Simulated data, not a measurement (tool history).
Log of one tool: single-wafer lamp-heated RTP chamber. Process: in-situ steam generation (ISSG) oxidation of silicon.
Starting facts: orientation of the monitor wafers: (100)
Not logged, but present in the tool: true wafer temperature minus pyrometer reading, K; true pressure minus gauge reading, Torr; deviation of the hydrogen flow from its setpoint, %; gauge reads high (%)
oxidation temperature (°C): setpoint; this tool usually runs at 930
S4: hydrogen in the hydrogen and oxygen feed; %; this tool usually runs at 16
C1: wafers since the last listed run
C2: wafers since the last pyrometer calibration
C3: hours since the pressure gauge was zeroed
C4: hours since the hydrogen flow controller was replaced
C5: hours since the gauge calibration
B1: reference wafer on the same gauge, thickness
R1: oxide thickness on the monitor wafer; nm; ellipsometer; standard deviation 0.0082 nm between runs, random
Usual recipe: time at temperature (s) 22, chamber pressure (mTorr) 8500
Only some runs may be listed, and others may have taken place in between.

{"run": 1, "hour": 0.0, "oxidation temperature (°C)": 919, "time at temperature (s)": 22, "chamber pressure (mTorr)": 8500, "S4": 16, "C1": 0, "C2": 5675, "C3": 3972.6, "C4": 4883.7, "C5": 116.9, "B1": 4.312, "R1": 3.971}
{"run": 2, "hour": 15.7, "oxidation temperature (°C)": 930, "time at temperature (s)": 22, "chamber pressure (mTorr)": 8500, "S4": 16, "C1": 160, "C2": 5835, "C3": 3988.3, "C4": 4899.4, "C5": 132.6, "B1": 4.312, "R1": 4.082}
{"run": 3, "hour": 32.6, "oxidation temperature (°C)": 930, "time at temperature (s)": 22, "chamber pressure (mTorr)": 8500, "S4": 16, "C1": 172, "C2": 6007, "C3": 4005.2, "C4": 4916.3, "C5": 149.5, "B1": 4.313, "R1": 4.085}
{"run": 4, "hour": 49.1, "oxidation temperature (°C)": 930, "time at temperature (s)": 22, "chamber pressure (mTorr)": 8500, "S4": 16, "C1": 168, "C2": 6175, "C3": 4021.7, "C4": 4932.8, "C5": 166, "B1": 4.311, "R1": 4.088}
{"run": 5, "hour": 65.8, "oxidation temperature (°C)": 930, "time at temperature (s)": 22, "chamber pressure (mTorr)": 8500, "S4": 16, "C1": 170, "C2": 6346, "C3": 4038.4, "C4": 4949.5, "C5": 182.7, "B1": 4.309, "R1": 4.101}
{"run": 6, "hour": 82.6, "oxidation temperature (°C)": 930, "time at temperature (s)": 22, "chamber pressure (mTorr)": 8500, "S4": 16, "C1": 171, "C2": 6517, "C3": 4055.2, "C4": 4966.3, "C5": 199.5, "B1": 4.311, "R1": 4.114}
{"hour": 98.1, "done": "hydrogen flow controller replaced"}
{"run": 7, "hour": 99.6, "oxidation temperature (°C)": 930, "time at temperature (s)": 22, "chamber pressure (mTorr)": 8500, "S4": 16, "C1": 91, "C2": 6609, "C3": 4072.2, "C4": 1.5, "C5": 216.5, "B1": 4.309, "R1": 4.116}
{"hour": 101.3, "done": "gauge calibrated"}
{"run": 8, "hour": 109.6, "oxidation temperature (°C)": 930, "time at temperature (s)": 22, "chamber pressure (mTorr)": 8500, "S4": 16, "C1": 101, "C2": 6711, "C3": 4082.2, "C4": 11.5, "C5": 8.3, "B1": 4.314, "R1": 4.131}
{"run": 9, "hour": 123.4, "oxidation temperature (°C)": 930, "time at temperature (s)": 17, "chamber pressure (mTorr)": 8500, "S4": 16, "C1": 140, "C2": 6851, "C3": 4096, "C4": 25.3, "C5": 22.1, "B1": 4.308, "R1": 3.716}
{"hour": 137.1, "done": "pressure gauge zeroed"}
{"run": 10, "hour": 140.0, "oxidation temperature (°C)": 930, "time at temperature (s)": 22, "chamber pressure (mTorr)": 8500, "S4": 16, "C1": 87, "C2": 6939, "C3": 2.9, "C4": 41.9, "C5": 38.7, "B1": 4.309, "R1": 4.126}
{"run": 11, "hour": 157.5, "oxidation temperature (°C)": 936, "time at temperature (s)": 29, "chamber pressure (mTorr)": 8500, "S4": 11, "C1": 178, "C2": 7117, "C3": 20.4, "C4": 59.4, "C5": 56.2, "B1": 4.309, "R1": 4.4}
{"hour": 170.7, "done": "pyrometer window cleaned and pyrometer calibrated"}
{"run": 12, "hour": 174.4, "oxidation temperature (°C)": 930, "time at temperature (s)": 28, "chamber pressure (mTorr)": 7000, "S4": 21, "C1": 90, "C2": 37, "C3": 37.3, "C4": 76.3, "C5": 73.1, "B1": 4.309, "R1": 4.729}
{"run": 13, "hour": 186.5, "oxidation temperature (°C)": 930, "time at temperature (s)": 22, "chamber pressure (mTorr)": 8500, "S4": 16, "C1": 123, "C2": 160, "C3": 49.4, "C4": 88.4, "C5": 85.2, "B1": 4.31, "R1": 4.023}
{"run": 14, "hour": 192.9, "oxidation temperature (°C)": 930, "time at temperature (s)": 22, "chamber pressure (mTorr)": 8500, "S4": 16, "C1": 65, "C2": 225, "C3": 55.8, "C4": 94.8, "C5": 91.6, "B1": 4.31, "R1": 4.017}
{"run": 15, "hour": 203.9, "oxidation temperature (°C)": 917, "time at temperature (s)": 26, "chamber pressure (mTorr)": 7300, "S4": 20, "C1": 112, "C2": 338, "C3": 66.8, "C4": 105.8, "C5": 102.6, "B1": 4.311, "R1": 4.373}
{"run": 16, "hour": 210.8, "oxidation temperature (°C)": 930, "time at temperature (s)": 22, "chamber pressure (mTorr)": 9500, "S4": 16, "C1": 70, "C2": 408, "C3": 73.7, "C4": 112.7, "C5": 109.5, "B1": 4.308, "R1": 4.002}
{"run": 17, "hour": 220.1, "oxidation temperature (°C)": 930, "time at temperature (s)": 18, "chamber pressure (mTorr)": 8500, "S4": 16, "C1": 94, "C2": 503, "C3": 83, "C4": 122, "C5": 118.8, "B1": 4.31, "R1": 3.729}

Predict the results of run 18:
{"run": 18, "hour": 237.1, "oxidation temperature (°C)": 917, "time at temperature (s)": 30, "chamber pressure (mTorr)": 8500, "S4": 25, "C1": 173, "C2": 676, "C3": 100, "C4": 139, "C5": 135.8, "B1": "?", "R1": "?"}

For run 18 the tool returned B1 4.311, R1 4.883 nm.
Had the tool carried no hidden state, the very same run would have given R1 4.857 nm.
